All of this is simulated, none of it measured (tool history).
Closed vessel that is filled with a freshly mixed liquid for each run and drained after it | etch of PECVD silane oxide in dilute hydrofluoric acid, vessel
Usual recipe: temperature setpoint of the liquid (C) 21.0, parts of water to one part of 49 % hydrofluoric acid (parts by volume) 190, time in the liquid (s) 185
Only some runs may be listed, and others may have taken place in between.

run	hour	temperature setpoint of the liquid (C)	parts of water to one part of 49 % hydrofluoric acid (parts by volume)	time in the liquid (s)	wafers since the last listed run	hours since the thermometer was replaced	hours since the hydrofluoric acid flow meter was replaced	hours since the gauge calibration	read-back film thickness of the PECVD silane oxide reference wafer, read on the same gauge (nm)	thickness taken off the PECVD silane oxide on a monitor wafer (Å)
1	0.0	21.0	190	185	0	838.0	120.4	991.3	80.02	123.4
# hour 250.4: hydrofluoric acid flow meter replaced
2	310.6	21.0	190	185	27382	1148.6	60.2	1301.9	79.98	122.5
3	351.5	21.0	190	185	3617	1189.5	101.1	1342.8	80.00	122.3
4	432.8	18.5	120	185	7190	1270.8	182.4	1424.1	80.00	189.2
5	471.3	18.5	120	185	3405	1309.3	220.9	1462.6	80.01	192.2
6	517.3	18.5	120	185	4068	1355.3	266.9	1508.6	80.00	192.1
7	584.0	24.5	190	185	5899	1422.0	333.6	1575.3	80.01	143.9
# hour 605.7: hydrofluoric acid flow meter replaced
8	683.0	21.0	115	185	8667	1521.0	77.3	1674.3	79.99	220.1
# hour 782.6: gauge calibrated
9	823.1	23.0	160	185	12391	1661.1	217.4	40.5	80.00	167.2
10	905.7	25.5	255	110	7305	1743.7	300.0	123.1	80.00	62.2
# hour 960.4: hydrofluoric acid flow meter replaced
11	975.7	17.0	260	245	6102	1813.7	15.3	193.1	79.98	92.9

Forecast run 12:
12	1021.6	21.0	135	250	4059	1859.6	61.2	239.0	?	?

Run 12 produced read-back film thickness of the PECVD silane oxide reference wafer, read on the same gauge (nm) 79.99, thickness taken off the PECVD silane oxide on a monitor wafer (Å) 245.1.
With no hidden state in the tool, this same run would have given thickness taken off the PECVD silane oxide on a monitor wafer (Å) 242.5.

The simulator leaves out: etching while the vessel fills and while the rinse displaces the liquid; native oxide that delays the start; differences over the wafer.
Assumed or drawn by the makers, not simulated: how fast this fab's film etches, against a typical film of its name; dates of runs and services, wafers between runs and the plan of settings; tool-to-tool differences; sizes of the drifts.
